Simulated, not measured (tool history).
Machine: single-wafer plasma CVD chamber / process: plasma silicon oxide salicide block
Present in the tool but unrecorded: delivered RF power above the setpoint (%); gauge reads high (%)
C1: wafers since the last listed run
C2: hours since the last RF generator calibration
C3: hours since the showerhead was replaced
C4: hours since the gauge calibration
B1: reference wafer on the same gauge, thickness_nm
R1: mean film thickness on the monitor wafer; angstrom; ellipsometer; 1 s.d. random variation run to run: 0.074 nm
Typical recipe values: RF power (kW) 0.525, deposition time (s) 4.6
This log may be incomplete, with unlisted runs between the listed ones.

run 1 day=0 | RF_power_(kW)=0.525 deposition_time_(s)=4.6 | C1=0 C2=2311 C3=4574.7 C4=86 | B1=59.101 | R1=496.67
run 2 day=0.704 | RF_power_(kW)=0.525 deposition_time_(s)=4.6 | C1=430 C2=2327.9 C3=4591.6 C4=102.9 | B1=59.172 | R1=497.1
run 3 day=1.192 | RF_power_(kW)=0.525 deposition_time_(s)=4.6 | C1=297 C2=2339.6 C3=4603.3 C4=114.6 | B1=59.118 | R1=495.85
run 4 day=1.596 | RF_power_(kW)=0.525 deposition_time_(s)=4.6 | C1=247 C2=2349.3 C3=4613 C4=124.3 | B1=59.126 | R1=496.96
run 5 day=1.979 | RF_power_(kW)=0.525 deposition_time_(s)=4.6 | C1=234 C2=2358.5 C3=4622.2 C4=133.5 | B1=59.15 | R1=497.1
run 6 day=2.529 | RF_power_(kW)=0.525 deposition_time_(s)=4.6 | C1=336 C2=2371.7 C3=4635.4 C4=146.7 | B1=59.168 | R1=498.29
run 7 day=2.846 | RF_power_(kW)=0.525 deposition_time_(s)=4.6 | C1=193 C2=2379.3 C3=4643 C4=154.3 | B1=59.141 | R1=497.3
run 8 day=3.35 | RF_power_(kW)=0.525 deposition_time_(s)=4.82 | C1=308 C2=2391.4 C3=4655.1 C4=166.4 | B1=59.186 | R1=519.45
-- day=3.808 gauge calibrated
run 9 day=3.879 | RF_power_(kW)=0.445 deposition_time_(s)=4.6 | C1=323 C2=2404.1 C3=4667.8 C4=1.7 | B1=58.897 | R1=466.83
-- day=4.788 RF generator calibrated
run 10 day=4.808 | RF_power_(kW)=0.445 deposition_time_(s)=4.6 | C1=364 C2=0.5 C3=4690.1 C4=24 | B1=59.002 | R1=467.23
run 11 day=4.854 | RF_power_(kW)=0.58 deposition_time_(s)=4.3 | C1=28 C2=1.6 C3=4691.2 C4=25.1 | B1=58.998 | R1=482.04
run 12 day=5.254 | RF_power_(kW)=0.47 deposition_time_(s)=5.29 | C1=244 C2=11.2 C3=4700.8 C4=34.7 | B1=59.043 | R1=548.37
-- day=5.888 showerhead replaced
run 13 day=5.908 | RF_power_(kW)=0.6 deposition_time_(s)=4.05 | C1=196 C2=26.9 C3=0.5 C4=50.4 | B1=59.122 | R1=458.44
run 14 day=6.433 | RF_power_(kW)=0.47 deposition_time_(s)=5.08 | C1=320 C2=39.5 C3=13.1 C4=63 | B1=59.135 | R1=528
run 15 day=6.996 | RF_power_(kW)=0.445 deposition_time_(s)=4.6 | C1=343 C2=53 C3=26.6 C4=76.5 | B1=59.196 | R1=468.02
run 16 day=7.275 | RF_power_(kW)=0.58 deposition_time_(s)=4.95 | C1=170 C2=59.7 C3=33.3 C4=83.2 | B1=59.211 | R1=554.28

What does the tool deliver on the next run?
run 17 day=7.608 | RF_power_(kW)=0.525 deposition_time_(s)=5 | C1=203 C2=67.7 C3=41.3 C4=91.2 | B1=? | R1=?

B1: 59.212
R1: 541.02 angstrom
Without the tool's hidden state the same run would have given R1 537.39 angstrom.
